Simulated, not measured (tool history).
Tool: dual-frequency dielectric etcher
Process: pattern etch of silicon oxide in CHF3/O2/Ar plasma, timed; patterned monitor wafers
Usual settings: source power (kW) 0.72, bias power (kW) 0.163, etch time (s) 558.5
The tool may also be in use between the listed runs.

run,hour,source power (kW),bias power (kW),etch time (s),"read-back reference wafer on the same gauge, depth_nm",mean etch depth across the wafer (angstrom)
1,0,0.72,0.153,558.5,1059.9,10931
2,76.6,0.72,0.153,558.5,1060.9,10932
3,155.3,0.72,0.163,558.5,1059.3,11241
4,195,0.72,0.163,558.5,1059.9,11250
5,272.9,0.72,0.163,558.5,1060.1,11333
6,330.4,0.72,0.163,558.5,1060.5,11365
7,366.8,0.68,0.163,674.5,1060.5,13449
8,412.1,0.68,0.163,674.5,1060.5,13472
# hour 458.5: wet clean of the chamber
9,515.8,0.68,0.163,674.5,1061.3,13669
10,573.8,0.72,0.163,558.5,1060.1,11693
# hour 606: upper electrode replaced
# hour 635.4: gauge calibrated
11,654.8,0.72,0.163,558.5,1059.9,11646
12,714,0.72,0.163,558.5,1060.9,11758
13,797.3,0.72,0.14,558.5,1059.6,11074
# hour 895.1: wet clean of the chamber, repeated, since the last time left the tool worse
14,895.6,0.72,0.163,558.5,1060.8,11215
# hour 920.3: source power generator calibrated
15,942.7,0.79,0.126,558.5,1060.2,10634
16,990.8,0.82,0.192,647,1059.7,14643
17,1032.7,0.64,0.163,558.5,1060.3,10698
# hour 1071.3: bias power generator calibrated
18,1138.1,0.68,0.163,674.5,1061,13304
19,1227.4,0.72,0.183,446,1060.5,9548
20,1332.5,0.82,0.198,425.5,1060,9972
# hour 1390.8: wet clean of the chamber
21,1438.4,0.72,0.183,446,1059.7,9456
22,1502.3,0.72,0.163,558.5,1059.7,11292
23,1550.1,0.72,0.163,643.5,1061,13078
24,1615.3,0.72,0.182,558.5,1060.5,11827
25,1712.2,0.72,0.163,643.5,1060.1,13156
# hour 1923.3: wet clean of the chamber
26,1964.1,0.84,0.187,558.5,1059.8,12610

Forecast each of these 3 alternatives for the next run:
A,1964.7,0.65,0.163,558.5,?,?
B,1964.7,0.64,0.182,674,?,?
C,1964.7,0.72,0.183,558.5,?,?

run,"read-back reference wafer on the same gauge, depth_nm",mean etch depth across the wafer (angstrom)
A,1061.6,10629
B,1061.6,13311
C,1061.6,11651
Without the tool's hidden state the same runs would have given:
run,mean etch depth across the wafer (angstrom)
A,10638
B,13323
C,11661

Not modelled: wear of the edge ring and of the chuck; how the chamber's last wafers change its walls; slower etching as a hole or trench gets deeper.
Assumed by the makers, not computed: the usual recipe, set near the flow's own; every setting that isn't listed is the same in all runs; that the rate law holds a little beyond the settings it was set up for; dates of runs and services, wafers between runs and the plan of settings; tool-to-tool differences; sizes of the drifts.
